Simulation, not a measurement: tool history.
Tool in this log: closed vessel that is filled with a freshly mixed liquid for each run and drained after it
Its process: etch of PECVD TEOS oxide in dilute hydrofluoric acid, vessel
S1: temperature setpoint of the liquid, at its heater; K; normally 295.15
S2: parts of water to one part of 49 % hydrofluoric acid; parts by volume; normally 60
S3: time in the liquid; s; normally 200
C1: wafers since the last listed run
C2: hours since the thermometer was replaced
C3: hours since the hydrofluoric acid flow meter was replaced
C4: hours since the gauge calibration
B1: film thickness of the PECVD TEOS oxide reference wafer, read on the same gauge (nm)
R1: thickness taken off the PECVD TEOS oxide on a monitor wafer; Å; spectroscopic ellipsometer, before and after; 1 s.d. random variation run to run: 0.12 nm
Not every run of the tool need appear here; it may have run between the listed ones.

run	hour	S1	S2	S3	C1	C2	C3	C4	B1	R1
1	0	295.15	60	200	0	1718.5	715.9	66.1	149.99	492
2	8.1	295.15	60	200	647	1726.6	724	74.2	149.98	493.7
3	21	295.15	60	200	1031	1739.5	736.9	87.1	150	492.6
4	35.2	295.15	60	200	1134	1753.7	751.1	101.3	149.99	490.8
5	42.2	295.15	60	200	559	1760.7	758.1	108.3	150.01	490.6
6	59.7	295.15	60	200	1398	1778.2	775.6	125.8	149.98	492.9
7	71.3	295.15	60	200	927	1789.8	787.2	137.4	150.01	492.8
# hour 97.5: hydrofluoric acid flow meter replaced
8	109.3	295.15	60	200	2957	1827.8	11.8	175.4	150.02	522.1
9	124.9	297.15	50	200	1246	1843.4	27.4	191	150	688.7
# hour 126.2: gauge calibrated
10	131.8	297.15	50	200	551	1850.3	34.3	5.6	149.99	688.6
11	143.5	296.65	70	85	935	1862	46	17.3	150.01	198.7
12	155.1	295.15	60	200	927	1873.6	57.6	28.9	149.99	521.4
13	163.6	295.15	85	200	679	1882.1	66.1	37.4	149.99	356.2
14	179	295.15	30	200	1230	1897.5	81.5	52.8	149.98	1086.1
# hour 184.9: thermometer replaced
15	191.8	291.65	45	235	943	6.9	94.3	65.6	149.98	657.5
16	200.9	292.65	50	275	727	16	103.4	74.7	150.02	719.4
17	210	295.15	60	85	727	25.1	112.5	83.8	150.01	202.7
18	221.5	299.65	60	200	919	36.6	124	95.3	149.98	573
19	235.9	295.15	30	200	1150	51	138.4	109.7	149.99	989.1
20	245.9	295.15	60	200	799	61	148.4	119.7	150	478.8

For run 21, what comes out?
21	263.8	295.15	85	200	1430	78.9	166.3	137.6	?	?

Run 21 came out at B1 150, R1 326.3 Å.
Had the tool carried no hidden state, the very same run would have given R1 328.2 Å.
